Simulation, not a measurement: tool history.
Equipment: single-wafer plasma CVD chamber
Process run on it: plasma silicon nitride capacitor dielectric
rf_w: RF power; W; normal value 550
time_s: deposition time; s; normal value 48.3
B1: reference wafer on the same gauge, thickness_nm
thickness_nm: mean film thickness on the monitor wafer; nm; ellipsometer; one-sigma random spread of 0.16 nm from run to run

Run 1, hour 0.0: usual settings but rf_w 610 W, time_s 44.3 s; B1 81.804. Result: thickness_nm 66.303 nm.
Run 2, hour 26.2: usual settings but rf_w 610 W, time_s 44.3 s; B1 81.779. Result: thickness_nm 66.294 nm.
Run 3, hour 51.0: usual settings but rf_w 610 W, time_s 44.3 s; B1 81.795. Result: thickness_nm 66.201 nm.
Run 4, hour 75.6: usual settings but rf_w 500 W, time_s 43.8 s; B1 81.813. Result: thickness_nm 60.872 nm.
Run 5, hour 108.4: usual settings but rf_w 500 W, time_s 43.8 s; B1 81.803. Result: thickness_nm 60.490 nm.
Run 6, hour 126.9: usual settings but rf_w 500 W, time_s 43.8 s; B1 81.791. Result: thickness_nm 61.021 nm.
Run 7, hour 157.5: usual settings; B1 81.805. Result: thickness_nm 69.081 nm.
Run 8, hour 170.8: usual settings; B1 81.846. Result: thickness_nm 69.248 nm.
Run 9, hour 201.6: usual settings but rf_w 480 W; B1 81.802. Result: thickness_nm 65.790 nm.
Run 10, hour 230.0: usual settings; B1 81.697. Result: thickness_nm 69.263 nm.
Run 11, hour 265.1: usual settings; B1 81.752. Result: thickness_nm 68.883 nm.
Run 12, hour 328.4: usual settings; B1 81.764. Result: thickness_nm 70.963 nm.
Run 13, hour 351.6: usual settings but rf_w 590 W, time_s 53.3 s; B1 81.790. Result: thickness_nm 80.465 nm.
Run 14, hour 368.6: usual settings but rf_w 630 W; B1 81.728. Result: thickness_nm 74.590 nm.
Run 15, hour 383.6: usual settings; B1 81.867. Result: thickness_nm 71.080 nm.
Run 16, hour 406.2: usual settings; B1 81.824. Result: thickness_nm 70.763 nm.
Run 17, hour 420.7: usual settings but rf_w 655 W, time_s 57.2 s; B1 81.797. Result: thickness_nm 89.397 nm.
Run 18, hour 447.3: usual settings; B1 81.747. Result: thickness_nm 70.968 nm.
Run 19, hour 462.1: usual settings but rf_w 605 W; B1 81.828. Result: thickness_nm 73.688 nm.
Run 20, hour 516.5: usual settings but rf_w 465 W; B1 81.782. Result: thickness_nm 66.703 nm.
Run 21, hour 546.1: usual settings but rf_w 510 W, time_s 51.8 s; B1 81.790. Result: thickness_nm 74.277 nm.
Run 22, hour 605.6: usual settings but time_s 41.4 s; B1 81.800. Result: thickness_nm 60.688 nm.
Run 23, hour 636.6: usual settings; B1 81.833. Result: thickness_nm 70.762 nm.

Taken out of this log: 3 entries between the listed runs. Where each belongs, and how the hidden state differs across it:
In the gap between runs 10 and 11: gauge calibrated (hour 239.9)
  delivered RF power above the setpoint (%): -7.83 -> -8.17
  measured minus no-state result, thickness_nm: -2.045 -> -2.126 nm
In the gap between runs 11 and 12: RF generator calibrated (hour 278.2)
  delivered RF power above the setpoint (%): -8.17 -> -0.47
  measured minus no-state result, thickness_nm: -2.126 -> -0.118 nm
In the gap between runs 19 and 20: showerhead replaced (hour 506.1)
  delivered RF power above the setpoint (%): -0.563 -> -0.631
  measured minus no-state result, thickness_nm: -0.148 -> -0.150 nm
